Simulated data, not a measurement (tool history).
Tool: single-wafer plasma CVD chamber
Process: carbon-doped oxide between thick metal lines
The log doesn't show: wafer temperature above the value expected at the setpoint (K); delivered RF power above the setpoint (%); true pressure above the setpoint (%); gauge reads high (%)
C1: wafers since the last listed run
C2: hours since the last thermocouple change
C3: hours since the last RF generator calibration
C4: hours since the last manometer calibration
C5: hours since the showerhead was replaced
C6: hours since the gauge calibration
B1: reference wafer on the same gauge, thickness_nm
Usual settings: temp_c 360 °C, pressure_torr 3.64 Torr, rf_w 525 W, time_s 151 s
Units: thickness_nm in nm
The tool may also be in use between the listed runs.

Run 1, day 0: usual settings; C1 0; C2 666.8; C3 318.4; C4 1201.7; C5 3476.5; C6 2645.1; B1 842.793. Result: thickness_nm 793.9 nm.
Run 2, day 2.362: usual settings; C1 728; C2 723.5; C3 375.1; C4 1258.4; C5 3533.2; C6 2701.8; B1 839.534. Result: thickness_nm 792.419 nm.
Run 3, day 5.762: usual settings; C1 1048; C2 805.1; C3 456.7; C4 1340; C5 3614.8; C6 2783.4; B1 841.034. Result: thickness_nm 792.318 nm.
Run 4, day 10.029: usual settings; C1 1315; C2 907.5; C3 559.1; C4 1442.4; C5 3717.2; C6 2885.8; B1 841.877. Result: thickness_nm 789.737 nm.
At day 13.129: gauge calibrated.
At day 13.496: thermocouple changed; heater temperature recalibrated.
Run 5, day 14.012: usual settings; C1 1125; C2 12.4; C3 654.7; C4 1538; C5 3812.8; C6 21.2; B1 841.249. Result: thickness_nm 782.261 nm.
Run 6, day 17.033: usual settings; C1 931; C2 84.9; C3 727.2; C4 1610.5; C5 3885.3; C6 93.7; B1 841.937. Result: thickness_nm 782.305 nm.
At day 17.917: RF generator calibrated.
At day 19.708: showerhead replaced, of another model than before.
Run 7, day 21.079: usual settings; C1 1042; C2 182; C3 75.9; C4 1707.6; C5 32.9; C6 190.8; B1 841.394. Result: thickness_nm 777.693 nm.
Run 8, day 25.167: usual settings; C1 1260; C2 280.1; C3 174; C4 1805.7; C5 131; C6 288.9; B1 838.894. Result: thickness_nm 787.134 nm.
Run 9, day 28.3: usual settings; C1 966; C2 355.3; C3 249.2; C4 1880.9; C5 206.2; C6 364.1; B1 841.587. Result: thickness_nm 781.186 nm.
Run 10, day 32.154: usual settings; C1 1188; C2 447.8; C3 341.7; C4 1973.4; C5 298.7; C6 456.6; B1 840.405. Result: thickness_nm 786.475 nm.
Run 11, day 43.221: usual settings; C1 3412; C2 713.4; C3 607.3; C4 2239; C5 564.3; C6 722.2; B1 841.245. Result: thickness_nm 793.407 nm.
Run 12, day 45.892: usual settings but pressure_torr 3.17 Torr; C1 823; C2 777.5; C3 671.4; C4 2303.1; C5 628.4; C6 786.3; B1 841.354. Result: thickness_nm 783.229 nm.
At day 46.238: capacitance manometer re-zeroed and calibrated.
Run 13, day 48.779: usual settings; C1 787; C2 846.8; C3 740.7; C4 61; C5 697.7; C6 855.6; B1 842.27. Result: thickness_nm 790.081 nm.
At day 49.312: RF generator calibrated.
Run 14, day 51.088: usual settings but temp_c 369 °C, pressure_torr 4.19 Torr, rf_w 560 W, time_s 138 s; C1 609; C2 902.2; C3 42.6; C4 116.4; C5 753.1; C6 911; B1 840.056. Result: thickness_nm 749.659 nm.
Run 15, day 53.542: usual settings but temp_c 352 °C; C1 756; C2 961.1; C3 101.5; C4 175.3; C5 812; C6 969.9; B1 841.855. Result: thickness_nm 809.467 nm.
At day 54.729: thermocouple changed; heater temperature recalibrated.
Run 16, day 56.233: usual settings but temp_c 371 °C; C1 727; C2 36.1; C3 166.1; C4 239.9; C5 876.6; C6 1034.5; B1 841.176. Result: thickness_nm 757.047 nm.
Run 17, day 58.596: usual settings but pressure_torr 4.05 Torr; C1 728; C2 92.8; C3 222.8; C4 296.6; C5 933.3; C6 1091.2; B1 841.782. Result: thickness_nm 790.053 nm.
Run 18, day 60.412: usual settings but rf_w 485 W; C1 560; C2 136.4; C3 266.4; C4 340.2; C5 976.9; C6 1134.8; B1 840.457. Result: thickness_nm 742.013 nm.
Run 19, day 63.917: usual settings but temp_c 354 °C, rf_w 610 W; C1 1080; C2 220.5; C3 350.5; C4 424.3; C5 1061; C6 1218.9; B1 840.86. Result: thickness_nm 874.792 nm.
Run 20, day 67.658: usual settings but rf_w 615 W; C1 1153; C2 310.3; C3 440.3; C4 514.1; C5 1150.8; C6 1308.7; B1 840.498. Result: thickness_nm 859.068 nm.
Run 21, day 71.962: usual settings; C1 1327; C2 413.6; C3 543.6; C4 617.4; C5 1254.1; C6 1412; B1 840.339. Result: thickness_nm 793.563 nm.
Run 22, day 75.221: usual settings but rf_w 625 W, time_s 128 s; C1 1004; C2 491.8; C3 621.8; C4 695.6; C5 1332.3; C6 1490.2; B1 841.681. Result: thickness_nm 739.985 nm.
Run 23, day 78.058: usual settings; C1 875; C2 559.9; C3 689.9; C4 763.7; C5 1400.4; C6 1558.3; B1 840.586. Result: thickness_nm 791.623 nm.
Run 24, day 79.7: usual settings; C1 506; C2 599.3; C3 729.3; C4 803.1; C5 1439.8; C6 1597.7; B1 839.511. Result: thickness_nm 790.24 nm.
Run 25, day 82.204: usual settings but time_s 167 s; C1 772; C2 659.4; C3 789.4; C4 863.2; C5 1499.9; C6 1657.8; B1 841.309. Result: thickness_nm 871.251 nm.
Run 26, day 84.421: usual settings; C1 683; C2 712.6; C3 842.6; C4 916.4; C5 1553.1; C6 1711; B1 840.601. Result: thickness_nm 789.81 nm.
Run 27, day 87.196: usual settings; C1 855; C2 779.2; C3 909.2; C4 983; C5 1619.7; C6 1777.6; B1 842.896. Result: thickness_nm 782.348 nm.
At day 88.504: RF generator calibrated.
Run 28, day 89.338: usual settings but temp_c 352 °C, pressure_torr 4.33 Torr; C1 557; C2 830.6; C3 20; C4 1034.4; C5 1671.1; C6 1829; B1 842.594. Result: thickness_nm 826.974 nm.
Run 29, day 92.346: usual settings but rf_w 605 W, time_s 165 s; C1 927; C2 902.8; C3 92.2; C4 1106.6; C5 1743.3; C6 1901.2; B1 840.392. Result: thickness_nm 949.11 nm.

Hidden state or all else? Some run-to-run changes of thickness_nm, split into what the settings, what came in and random variation would give without the hidden state, and what is left for the hidden state (with any gauge scatter that isn't in both results):
Run 4 -> 5: gauge calibrated, thermocouple changed; heater temperature recalibrated. thickness_nm -7.476 nm: hidden state -12.921, all else +5.445.
Run 15 -> 16: temp_c 352 -> 371, thermocouple changed; heater temperature recalibrated. thickness_nm -52.42 nm: hidden state -12.928, all else -39.492.
Run 18 -> 19: temp_c 360 -> 354, rf_w 485 -> 610. thickness_nm +132.779 nm: hidden state +1.228, all else +131.551.
Run 28 -> 29: temp_c 352 -> 360, pressure_torr 4.33 -> 3.64, rf_w 525 -> 605, time_s 151 -> 165. thickness_nm +122.136 nm: hidden state +1.661, all else +120.475.

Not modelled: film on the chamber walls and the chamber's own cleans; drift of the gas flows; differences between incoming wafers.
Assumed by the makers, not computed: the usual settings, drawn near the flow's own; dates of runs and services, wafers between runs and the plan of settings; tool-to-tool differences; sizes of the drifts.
